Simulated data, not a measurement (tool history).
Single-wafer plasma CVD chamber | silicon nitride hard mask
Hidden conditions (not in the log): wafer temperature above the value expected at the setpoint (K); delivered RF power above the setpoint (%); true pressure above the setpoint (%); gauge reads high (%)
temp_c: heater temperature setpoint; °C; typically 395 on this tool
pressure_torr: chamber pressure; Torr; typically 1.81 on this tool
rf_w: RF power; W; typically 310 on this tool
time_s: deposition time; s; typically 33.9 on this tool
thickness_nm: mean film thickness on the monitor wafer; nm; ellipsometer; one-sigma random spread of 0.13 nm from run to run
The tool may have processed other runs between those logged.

run	hour	temp_c	pressure_torr	rf_w	time_s	wafers since the last listed run	hours since the last thermocouple change	hours since the last RF generator calibration	hours since the last manometer calibration	hours since the showerhead was replaced	hours since the gauge calibration	read-back reference wafer on the same gauge, thickness_nm	thickness_nm
1	0	395	2.12	310	33.9	0	957.3	588.6	976.2	6585.7	242.8	39.227	40.197
2	12.6	395	2.12	310	33.9	240	969.9	601.2	988.8	6598.3	255.4	39.195	40.124
3	26.1	395	2.12	310	33.9	257	983.4	614.7	1002.3	6611.8	268.9	39.211	40.279
4	34.1	395	1.81	310	33.9	152	991.4	622.7	1010.3	6619.8	276.9	39.216	38.843
5	41.6	395	1.81	310	33.9	143	998.9	630.2	1017.8	6627.3	284.4	39.18	38.874
6	57.3	395	1.81	310	33.9	299	1014.6	645.9	1033.5	6643	300.1	39.183	38.893
7	79.5	395	1.81	310	33.9	423	1036.8	668.1	1055.7	6665.2	322.3	39.162	38.968
8	85.9	395	1.81	310	33.9	122	1043.2	674.5	1062.1	6671.6	328.7	39.239	38.934
9	101.1	395	1.81	310	33.9	290	1058.4	689.7	1077.3	6686.8	343.9	39.202	38.802
# hour 117: gauge calibrated
10	118.8	395	1.81	340	33.9	337	1076.1	707.4	1095	6704.5	1.8	39.215	41.299
11	131.4	395	1.81	310	33.9	240	1088.7	720	1107.6	6717.1	14.4	39.157	38.981
# hour 150.2: capacitance manometer re-zeroed and calibrated
12	150.7	395	1.81	310	33.9	215	1108	739.3	0.5	6736.4	33.7	39.138	38.918
13	157.1	386	1.94	310	33.9	122	1114.4	745.7	6.9	6742.8	40.1	39.159	39.487

The next listed run, before its measurement:
14	166.4	391	1.81	310	33.9	177	1123.7	755	16.2	6752.1	49.4	?	?

{"run 14": {"read-back reference wafer on the same gauge, thickness_nm": 39.182, "thickness_nm": 39.163}}
The same run, on a tool lacking any hidden state, would have yielded thickness_nm 39.163 nm.
